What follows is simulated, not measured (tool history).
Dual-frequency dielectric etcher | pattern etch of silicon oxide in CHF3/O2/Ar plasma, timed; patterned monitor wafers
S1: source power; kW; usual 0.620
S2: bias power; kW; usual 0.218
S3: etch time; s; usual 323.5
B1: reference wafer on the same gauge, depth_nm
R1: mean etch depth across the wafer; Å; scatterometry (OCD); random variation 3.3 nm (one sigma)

| run | day | S1 | S2 | S3 | B1 | R1 |
|---|---|---|---|---|---|---|
| 1 | 0.000 | 0.740 | 0.218 | 323.5 | 739.2 | 6899 |
| 2 | 1.312 | 0.740 | 0.218 | 323.5 | 739.8 | 6923 |
| 3 | 2.088 | 0.620 | 0.218 | 323.5 | 738.7 | 6607 |
| 4 | 2.758 | 0.620 | 0.218 | 323.5 | 740.4 | 6537 |
| 5 | 3.925 | 0.620 | 0.218 | 323.5 | 740.3 | 6592 |
| 6 | 4.683 | 0.620 | 0.218 | 367.5 | 742.3 | 7499 |
| 7 | 5.738 | 0.620 | 0.218 | 367.5 | 742.4 | 7472 |
| 8 | 6.458 | 0.620 | 0.218 | 367.5 | 744.7 | 7566 |
| 9 | 7.888 | 0.620 | 0.190 | 323.5 | 741.5 | 6301 |
| 10 | 8.725 | 0.620 | 0.190 | 323.5 | 743.6 | 6299 |
| 11 | 10.221 | 0.620 | 0.218 | 323.5 | 746.0 | 6601 |
| 12 | 10.775 | 0.620 | 0.218 | 323.5 | 744.6 | 6607 |
| 13 | 12.212 | 0.760 | 0.218 | 375.5 | 744.0 | 8147 |
| 14 | 13.350 | 0.510 | 0.179 | 287.0 | 747.4 | 5285 |
| 15 | 14.233 | 0.660 | 0.178 | 235.0 | 748.6 | 4666 |
| 16 | 14.779 | 0.620 | 0.218 | 323.5 | 748.8 | 6696 |
| 17 | 18.442 | 0.770 | 0.218 | 349.0 | 752.9 | 7756 |
| 18 | 19.683 | 0.470 | 0.244 | 323.5 | 753.2 | 6430 |
| 19 | 20.325 | 0.620 | 0.218 | 323.5 | 756.3 | 6742 |
| 20 | 21.775 | 0.620 | 0.218 | 250.5 | 757.5 | 5262 |
| 21 | 23.175 | 0.740 | 0.201 | 256.5 | 757.9 | 5513 |
| 22 | 24.321 | 0.660 | 0.261 | 380.0 | 761.1 | 8595 |
| 23 | 27.283 | 0.550 | 0.242 | 410.0 | 734.1 | 8230 |
| 24 | 27.846 | 0.620 | 0.173 | 387.5 | 732.5 | 7283 |
| 25 | 29.308 | 0.550 | 0.190 | 413.5 | 732.2 | 7757 |
| 26 | 30.317 | 0.520 | 0.241 | 294.0 | 733.6 | 5850 |
| 27 | 31.408 | 0.620 | 0.218 | 323.5 | 735.3 | 6478 |
| 28 | 32.808 | 0.540 | 0.218 | 323.5 | 732.5 | 6240 |
| 29 | 33.746 | 0.620 | 0.218 | 323.5 | 735.9 | 6584 |

Taken out of this log: 6 entries between the listed runs. Where each belongs, and how the hidden state differs across it:
Between runs 8 and 9: wet clean of the chamber (day 7.558)
  gauge reads high (%): 0.713 -> 0.843
  measured less the result without the state, R1: +54 -> +52 Å
Between runs 16 and 17: upper electrode replaced (day 16.571)
  gauge reads high (%): 1.63 -> 2.15
  measured less the result without the state, R1: +107 -> +163 Å
Between runs 19 and 20: source power generator calibrated (day 20.596)
  gauge reads high (%): 2.45 -> 2.69
  measured less the result without the state, R1: +161 -> +138 Å
Between runs 20 and 21: wet clean of the chamber (day 22.983)
  gauge reads high (%): 2.69 -> 2.94
  measured less the result without the state, R1: +138 -> +157 Å
Between runs 22 and 23: bias power generator calibrated (day 24.725); gauge calibrated (day 25.338)
  gauge reads high (%): 3.15 -> -0.465
  measured less the result without the state, R1: +263 -> -39 Å
